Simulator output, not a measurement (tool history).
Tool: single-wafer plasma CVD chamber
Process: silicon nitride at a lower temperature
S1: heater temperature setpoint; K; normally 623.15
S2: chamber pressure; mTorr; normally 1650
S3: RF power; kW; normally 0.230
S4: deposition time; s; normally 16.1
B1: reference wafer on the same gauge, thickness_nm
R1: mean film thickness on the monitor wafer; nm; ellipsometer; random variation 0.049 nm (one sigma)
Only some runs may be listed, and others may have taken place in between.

{"run": 1, "hour": 0.0, "S1": 623.15, "S2": 1650, "S3": 0.23, "S4": 16.1, "B1": 12.895, "R1": 15.482}
{"run": 2, "hour": 44.2, "S1": 623.15, "S2": 1650, "S3": 0.23, "S4": 16.1, "B1": 12.896, "R1": 15.434}
{"run": 3, "hour": 72.0, "S1": 623.15, "S2": 1650, "S3": 0.23, "S4": 16.1, "B1": 12.891, "R1": 15.329}
{"run": 4, "hour": 101.0, "S1": 623.15, "S2": 1650, "S3": 0.23, "S4": 16.1, "B1": 12.899, "R1": 15.402}
{"run": 5, "hour": 151.2, "S1": 623.15, "S2": 1650, "S3": 0.23, "S4": 16.1, "B1": 12.898, "R1": 15.402}
{"run": 6, "hour": 184.8, "S1": 623.15, "S2": 1650, "S3": 0.23, "S4": 16.1, "B1": 12.917, "R1": 15.445}
{"run": 7, "hour": 231.8, "S1": 632.15, "S2": 1650, "S3": 0.23, "S4": 16.1, "B1": 12.903, "R1": 15.277}
{"run": 8, "hour": 263.6, "S1": 632.15, "S2": 1650, "S3": 0.23, "S4": 16.1, "B1": 12.894, "R1": 15.326}
{"run": 9, "hour": 328.7, "S1": 623.15, "S2": 1570, "S3": 0.23, "S4": 16.1, "B1": 12.895, "R1": 15.138}
{"run": 10, "hour": 377.7, "S1": 623.15, "S2": 1570, "S3": 0.23, "S4": 16.1, "B1": 12.895, "R1": 15.143}
{"run": 11, "hour": 431.7, "S1": 623.15, "S2": 1650, "S3": 0.23, "S4": 17.5, "B1": 12.913, "R1": 16.644}
{"run": 12, "hour": 472.9, "S1": 623.15, "S2": 1650, "S3": 0.23, "S4": 17.5, "B1": 12.892, "R1": 16.701}
{"hour": 493.4, "done": "gauge calibrated"}
{"run": 13, "hour": 517.7, "S1": 623.15, "S2": 1650, "S3": 0.23, "S4": 17.5, "B1": 12.9, "R1": 16.694}
{"run": 14, "hour": 580.8, "S1": 631.15, "S2": 1650, "S3": 0.23, "S4": 16.1, "B1": 12.904, "R1": 15.322}
{"run": 15, "hour": 638.5, "S1": 623.15, "S2": 1650, "S3": 0.23, "S4": 16.1, "B1": 12.922, "R1": 15.33}
{"run": 16, "hour": 676.8, "S1": 623.15, "S2": 1650, "S3": 0.23, "S4": 13.1, "B1": 12.914, "R1": 12.476}
{"hour": 687.6, "done": "thermocouple changed; heater temperature recalibrated"}
{"hour": 722.5, "done": "RF generator calibrated"}
{"run": 17, "hour": 729.3, "S1": 627.15, "S2": 1480, "S3": 0.23, "S4": 16.1, "B1": 12.897, "R1": 14.811}
{"run": 18, "hour": 764.1, "S1": 618.15, "S2": 1650, "S3": 0.23, "S4": 16.1, "B1": 12.897, "R1": 15.444}
{"run": 19, "hour": 806.4, "S1": 627.15, "S2": 1320, "S3": 0.185, "S4": 17.7, "B1": 12.903, "R1": 12.495}
{"run": 20, "hour": 839.4, "S1": 623.15, "S2": 1420, "S3": 0.23, "S4": 17.8, "B1": 12.895, "R1": 16.349}
{"hour": 868.1, "done": "showerhead replaced"}
{"run": 21, "hour": 876.4, "S1": 635.15, "S2": 1890, "S3": 0.205, "S4": 14.7, "B1": 12.911, "R1": 12.94}
{"run": 22, "hour": 925.8, "S1": 623.15, "S2": 1250, "S3": 0.23, "S4": 16.1, "B1": 12.902, "R1": 14.09}
{"hour": 964.0, "done": "capacitance manometer re-zeroed and calibrated"}
{"run": 23, "hour": 1002.3, "S1": 623.15, "S2": 1650, "S3": 0.23, "S4": 16.1, "B1": 12.898, "R1": 15.536}
{"run": 24, "hour": 1057.3, "S1": 628.15, "S2": 1650, "S3": 0.23, "S4": 13.4, "B1": 12.9, "R1": 12.877}
{"run": 25, "hour": 1127.0, "S1": 623.15, "S2": 1650, "S3": 0.23, "S4": 16.1, "B1": 12.904, "R1": 15.489}
{"run": 26, "hour": 1189.0, "S1": 623.15, "S2": 1650, "S3": 0.23, "S4": 18.6, "B1": 12.9, "R1": 18.003}
{"run": 27, "hour": 1251.5, "S1": 623.15, "S2": 1650, "S3": 0.215, "S4": 16.1, "B1": 12.906, "R1": 14.569}
{"run": 28, "hour": 1292.4, "S1": 623.15, "S2": 1650, "S3": 0.23, "S4": 16.1, "B1": 12.9, "R1": 15.544}

Consider 5 possible next runs. They are alternatives, not a sequence: every one starts from the tool as it was left by run 28. What does each give?
{"run": "A", "hour": 1292.8, "S1": 623.15, "S2": 1650, "S3": 0.185, "S4": 16.1, "B1": "?", "R1": "?"}
{"run": "B", "hour": 1292.8, "S1": 616.15, "S2": 1650, "S3": 0.265, "S4": 15.0, "B1": "?", "R1": "?"}
{"run": "C", "hour": 1292.8, "S1": 623.15, "S2": 2050, "S3": 0.23, "S4": 14.3, "B1": "?", "R1": "?"}
{"run": "D", "hour": 1292.8, "S1": 623.15, "S2": 1650, "S3": 0.255, "S4": 17.7, "B1": "?", "R1": "?"}
{"run": "E", "hour": 1292.8, "S1": 623.15, "S2": 1920, "S3": 0.23, "S4": 16.1, "B1": "?", "R1": "?"}

run=A B1=12.916 R1=12.329
run=B B1=12.916 R1=16.493
run=C B1=12.916 R1=14.612
run=D B1=12.916 R1=18.737
run=E B1=12.916 R1=16.157
The same runs, with their run-to-run variation unchanged, on a tool lacking any hidden condition would have given:
run=A R1=12.436
run=B R1=16.637
run=C R1=14.728
run=D R1=18.901
run=E R1=16.294

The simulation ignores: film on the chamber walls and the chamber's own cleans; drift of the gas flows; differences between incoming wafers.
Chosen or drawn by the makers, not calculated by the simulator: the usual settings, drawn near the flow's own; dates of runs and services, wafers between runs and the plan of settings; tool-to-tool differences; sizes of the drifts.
